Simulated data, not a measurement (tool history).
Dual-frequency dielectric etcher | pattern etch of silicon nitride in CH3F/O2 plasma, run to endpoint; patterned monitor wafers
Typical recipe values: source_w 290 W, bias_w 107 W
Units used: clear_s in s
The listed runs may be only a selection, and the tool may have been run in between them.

run     day  source_w  bias_w  wafers since the last listed run  hours since the last wet clean  hours since the last source power generator calibration  hours since the last bias power generator calibration  hours since the last upper electrode change  incoming incoming film thickness, nm  clear_s
  1   0.000       290     107                                 0                           277.0                                                   2323.9                                                 3069.0                                       2059.6                                  88.8     94.2
  2   1.267       290     107                               295                           307.4                                                   2354.3                                                 3099.4                                       2090.0                                  88.4     94.6
  3   2.558       290     107                               301                           338.4                                                   2385.3                                                 3130.4                                       2121.0                                  89.1     95.1
      4.854  -- wet clean of the chamber
  4   4.875       290     107                               307                             0.5                                                   2440.9                                                 3186.0                                       2176.6                                  88.9     92.7
  5   5.321       340     107                               104                            11.2                                                   2451.6                                                 3196.7                                       2187.3                                  89.3     86.5
  6   6.071       340     107                               175                            29.2                                                   2469.6                                                 3214.7                                       2205.3                                  88.6     86.4
  7   6.792       340     107                               168                            46.5                                                   2486.9                                                 3232.0                                       2222.6                                  88.1     85.2
  8   7.688       290      88                               209                            68.0                                                   2508.4                                                 3253.5                                       2244.1                                  87.9     96.9
  9   8.467       290      88                               181                            86.7                                                   2527.1                                                 3272.2                                       2262.8                                  86.7     95.5
 10   9.358       290      88                               208                           108.1                                                   2548.5                                                 3293.6                                       2284.2                                  88.3     97.3
 11  10.158       270     107                               186                           127.3                                                   2567.7                                                 3312.8                                       2303.4                                  87.5     94.3
 12  10.829       290     107                               156                           143.4                                                   2583.8                                                 3328.9                                       2319.5                                  88.1     92.3
     12.175  -- upper electrode replaced
 13  12.233       290      87                                94                           177.1                                                   2617.5                                                 3362.6                                          1.4                                  88.6     98.8
 14  13.325       290     107                               254                           203.3                                                   2643.7                                                 3388.8                                         27.6                                  88.1     93.1
 15  14.629       290     107                               304                           234.6                                                   2675.0                                                 3420.1                                         58.9                                  88.2     93.2
 16  15.779       240      91                               268                           262.2                                                   2702.6                                                 3447.7                                         86.5                                  88.4    106.9
 17  16.375       230     133                               139                           276.5                                                   2716.9                                                 3462.0                                        100.8                                  88.8     98.0
 18  17.754       290     107                               321                           309.6                                                   2750.0                                                 3495.1                                        133.9                                  89.2     94.9
 19  18.604       290     107                               198                           330.0                                                   2770.4                                                 3515.5                                        154.3                                  88.7     94.9
 20  19.704       240      91                               256                           356.4                                                   2796.8                                                 3541.9                                        180.7                                  87.7    106.1
 21  20.825       290     107                               261                           383.3                                                   2823.7                                                 3568.8                                        207.6                                  88.1     94.3
     21.196  -- bias power generator calibrated
 22  21.371       290     125                                88                           396.4                                                   2836.8                                                    4.2                                        220.7                                  87.4     89.2
 23  22.062       290     107                               161                           413.0                                                   2853.4                                                   20.8                                        237.3                                  88.6     94.7
     22.579  -- source power generator calibrated
 24  22.950       230      87                               168                           434.3                                                      8.9                                                   42.1                                        258.6                                  88.4    111.4
     24.183  -- wet clean of the chamber
 25  24.238       290     107                                67                             1.3                                                     39.8                                                   73.0                                        289.5                                  88.3     92.3
 26  24.975       320     131                               172                            19.0                                                     57.5                                                   90.7                                        307.2                                  88.3     83.1
 27  25.642       230      83                               155                            35.0                                                     73.5                                                  106.7                                        323.2                                  87.8    109.5
 28  26.729       320      86                               253                            61.1                                                     99.6                                                  132.8                                        349.3                                  88.9     94.7
 29  28.142       260     133                               329                            95.0                                                    133.5                                                  166.7                                        383.2                                  88.0     91.0
 30  29.600       230      83                               340                           130.0                                                    168.5                                                  201.7                                        418.2                                  87.9    110.3
 31  30.650       310     107                               245                           155.2                                                    193.7                                                  226.9                                        443.4                                  87.7     90.0

Across each entry between runs, compare the hidden state at the last listed run before it with the hidden state at the first listed run after it:
In the gap between runs 3 and 4: wet clean of the chamber (day 4.854)
  etch rate over this chamber's usual, %: -2.48 -> 0.487
  measured less the result without the state, clear_s: +2.3 -> -0.4 s
In the gap between runs 12 and 13: upper electrode replaced (day 12.175)
  etch rate over this chamber's usual, %: -0.493 -> -0.724
  measured less the result without the state, clear_s: +0.5 -> +0.7 s
In the gap between runs 21 and 22: bias power generator calibrated (day 21.196)
  etch rate over this chamber's usual, %: -2.14 -> -2.23
  measured less the result without the state, clear_s: +2.0 -> +2.0 s
In the gap between runs 23 and 24: source power generator calibrated (day 22.579)
  etch rate over this chamber's usual, %: -2.34 -> -2.49
  measured less the result without the state, clear_s: +2.3 -> +2.7 s
In the gap between runs 24 and 25: wet clean of the chamber (day 24.183)
  etch rate over this chamber's usual, %: -2.49 -> 0.167
  measured less the result without the state, clear_s: +2.7 -> -0.2 s
